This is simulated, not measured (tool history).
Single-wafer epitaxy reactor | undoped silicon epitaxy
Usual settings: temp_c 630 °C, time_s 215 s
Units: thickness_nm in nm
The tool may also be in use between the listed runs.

run    hour  temp_c  time_s  read-back reference wafer on the same gauge, thickness_nm  thickness_nm
  1     0.0     630     215                                                     29.608        26.136
  2    32.8     630     215                                                     29.622        26.638
  3    64.2     630     229                                                     29.599        28.184
  4   131.5     630     215                                                     29.593        26.626
      162.4  -- gauge calibrated
  5   217.1     630     215                                                     29.615        26.750
  6   294.6     630     215                                                     29.590        26.821
  7   315.3     630     215                                                     29.607        26.627
  8   404.9     630     215                                                     29.574        27.068
  9   429.5     630     239                                                     29.626        29.984
 10   450.1     630     193                                                     29.599        24.066
 11   470.3     630     215                                                     29.643        27.233
 12   546.7     630     215                                                     29.570        27.024
 13   565.3     630     197                                                     29.607        24.839
 14   594.9     630     197                                                     29.629        24.941
 15   628.3     630     197                                                     29.613        24.834
 16   658.0     630     215                                                     29.596        27.186
 17   677.4     630     215                                                     29.613        27.194
 18   694.4     630     215                                                     29.635        27.135
 19   710.4     630     215                                                     29.609        27.123
 20   737.7     630     215                                                     29.608        27.343
 21   766.9     630     215                                                     29.590        27.204
 22   786.6     630     215                                                     29.557        27.210
 23   801.0     630     215                                                     29.584        27.105
 24   838.8     643     233                                                     29.585        41.522
 25   860.2     641     238                                                     29.581        39.961
 26   888.4     643     215                                                     29.640        37.764
 27   907.6     630     201                                                     29.581        25.423
 28   937.6     630     215                                                     29.600        27.003
 29   965.6     639     215                                                     29.557        34.087
 30   978.3     630     215                                                     29.619        27.313
 31   999.5     630     215                                                     29.591        26.989
 32  1029.7     619     180                                                     29.593        17.113
 33  1044.6     630     215                                                     29.627        27.372
 34  1060.7     637     176                                                     29.591        26.766
 35  1085.2     630     215                                                     29.618        27.532
     1095.9  -- gauge calibrated
 36  1098.7     630     215                                                     29.594        27.377
     1112.2  -- pyrometer calibrated
 37  1122.0     622     200                                                     29.579        19.077
 38  1152.2     630     257                                                     29.598        30.355
 39  1184.2     618     200                                                     29.586        17.471
 40  1199.8     616     215                                                     29.581        17.634
 41  1213.9     641     179                                                     29.609        28.394
 42  1291.4     623     200                                                     29.599        20.010
 43  1305.3     630     247                                                     29.611        29.867
 44  1336.0     630     215                                                     29.611        25.917
 45  1355.2     636     215                                                     29.618        30.686
 46  1386.9     630     215                                                     29.586        26.075
 47  1404.4     626     238                                                     29.589        25.969

Hidden state or all else? Some run-to-run changes of thickness_nm, split into what the settings, what came in and random variation would give without the hidden state, and what is left for the hidden state (with any gauge scatter that isn't in both results):
The hidden state here: wafer temperature above the value expected at the setpoint (K); gauge reads high (%).
Run 23 -> 24: temp_c 630 -> 643, time_s 215 -> 233. thickness_nm +14.417 nm: hidden state +0.874, all else +13.543.
Run 26 -> 27: temp_c 643 -> 630, time_s 215 -> 201. thickness_nm -12.341 nm: hidden state -0.734, all else -11.607.
Run 36 -> 37: temp_c 630 -> 622, time_s 215 -> 200, pyrometer calibrated. thickness_nm -8.300 nm: hidden state -1.941, all else -6.359.
Run 38 -> 39: temp_c 630 -> 618, time_s 257 -> 200. thickness_nm -12.884 nm: hidden state +0.077, all else -12.961.
